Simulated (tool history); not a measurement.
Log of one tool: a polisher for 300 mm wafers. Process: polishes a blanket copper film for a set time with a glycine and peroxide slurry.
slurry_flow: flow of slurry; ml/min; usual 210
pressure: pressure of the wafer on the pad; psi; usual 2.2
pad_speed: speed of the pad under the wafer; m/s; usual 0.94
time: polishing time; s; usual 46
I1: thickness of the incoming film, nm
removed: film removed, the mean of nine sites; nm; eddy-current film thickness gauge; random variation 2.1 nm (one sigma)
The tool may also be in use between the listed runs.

Run 1, hour 0: usual settings but time 35 s; I1 1072.2. Result: removed 129.5 nm.
Run 2, hour 19.4: usual settings but time 35 s; I1 1065.5. Result: removed 128.4 nm.
Run 3, hour 30.2: usual settings but time 35 s; I1 1084.3. Result: removed 127.8 nm.
Run 4, hour 41.4: usual settings; I1 1055.6. Result: removed 164.2 nm.
At hour 53.8: worn pad replaced by a new one.
Run 5, hour 56.4: usual settings; I1 1048.5. Result: removed 191.7 nm.
Run 6, hour 72.5: usual settings; I1 1060.3. Result: removed 188.4 nm.
Run 7, hour 79.1: usual settings but slurry_flow 190 ml/min, time 37 s; I1 1060.1. Result: removed 148.2 nm.
Run 8, hour 96: usual settings but slurry_flow 190 ml/min, time 37 s; I1 1074.3. Result: removed 143.1 nm.
Run 9, hour 111.5: usual settings but slurry_flow 165 ml/min; I1 1079.7. Result: removed 175.3 nm.
Run 10, hour 119: usual settings but slurry_flow 265 ml/min, pad_speed 0.72 m/s; I1 1088.4. Result: removed 148.9 nm.
Run 11, hour 131.3: usual settings but slurry_flow 265 ml/min; I1 1074. Result: removed 181.5 nm.
Run 12, hour 148.4: usual settings but pad_speed 0.82 m/s; I1 1087.8. Result: removed 158.1 nm.
Run 13, hour 159.4: usual settings but pad_speed 0.82 m/s; I1 1085.6. Result: removed 156.6 nm.
At hour 164.4: slurry nozzle cleaned.
Run 14, hour 171.8: usual settings but pad_speed 0.82 m/s; I1 1091.6. Result: removed 154.7 nm.
Run 15, hour 186.3: usual settings but pad_speed 0.82 m/s; I1 1085.3. Result: removed 151.4 nm.
Run 16, hour 193.5: usual settings but pressure 1.5 psi; I1 1072.7. Result: removed 126.5 nm.
At hour 204.6: head pressure recalibrated.
At hour 207.6: worn pad replaced by a new one.
Run 17, hour 236.1: usual settings but time 41 s; I1 1058. Result: removed 163.9 nm.
Run 18, hour 245.9: usual settings but pad_speed 0.82 m/s; I1 1056.6. Result: removed 167.1 nm.
Run 19, hour 254.8: usual settings but pressure 2.5 psi, pad_speed 0.68 m/s, time 37 s; I1 1082. Result: removed 124 nm.
Run 20, hour 271.4: usual settings but slurry_flow 245 ml/min; I1 1079.8. Result: removed 182.7 nm.
Run 21, hour 287.5: usual settings but time 61 s; I1 1086.8. Result: removed 232 nm.
Run 22, hour 296.8: usual settings; I1 1079.5. Result: removed 178.4 nm.
Run 23, hour 307.3: usual settings but slurry_flow 250 ml/min, pad_speed 0.64 m/s; I1 1083.9. Result: removed 132.9 nm.
Run 24, hour 323.5: usual settings; I1 1092.4. Result: removed 174.7 nm.
At hour 341.2: worn pad replaced by a new one.
Run 25, hour 341.7: usual settings but slurry_flow 135 ml/min, pressure 2.5 psi, pad_speed 1.06 m/s, time 58 s; I1 1060. Result: removed 270.9 nm.
Run 26, hour 347.8: usual settings but slurry_flow 265 ml/min, pressure 1.5 psi, pad_speed 1.2 m/s, time 38 s; I1 1045.3. Result: removed 143 nm.
Run 27, hour 360.4: usual settings but pressure 1.4 psi, pad_speed 0.64 m/s, time 62 s; I1 1061.5. Result: removed 140.7 nm.
Run 28, hour 376.5: usual settings but pressure 1.8 psi, time 52 s; I1 1056.2. Result: removed 182.6 nm.

3 ways to go on from here, each from the tool as it stands after run 28. What would each give?
Run A, hour 376.9: usual settings; I1 1065. Result: removed ?.
Run B, hour 376.9: usual settings but pressure 2.8 psi; I1 1065. Result: removed ?.
Run C, hour 376.9: usual settings but slurry_flow 230 ml/min, pressure 1.7 psi, pad_speed 0.68 m/s, time 59 s; I1 1065. Result: removed ?.

run  removed
  A      184
  B      223
  C      157
Without the tool's hidden state the same runs would have given:
run  removed
  A    190.1
  B    230.4
  C    162.2
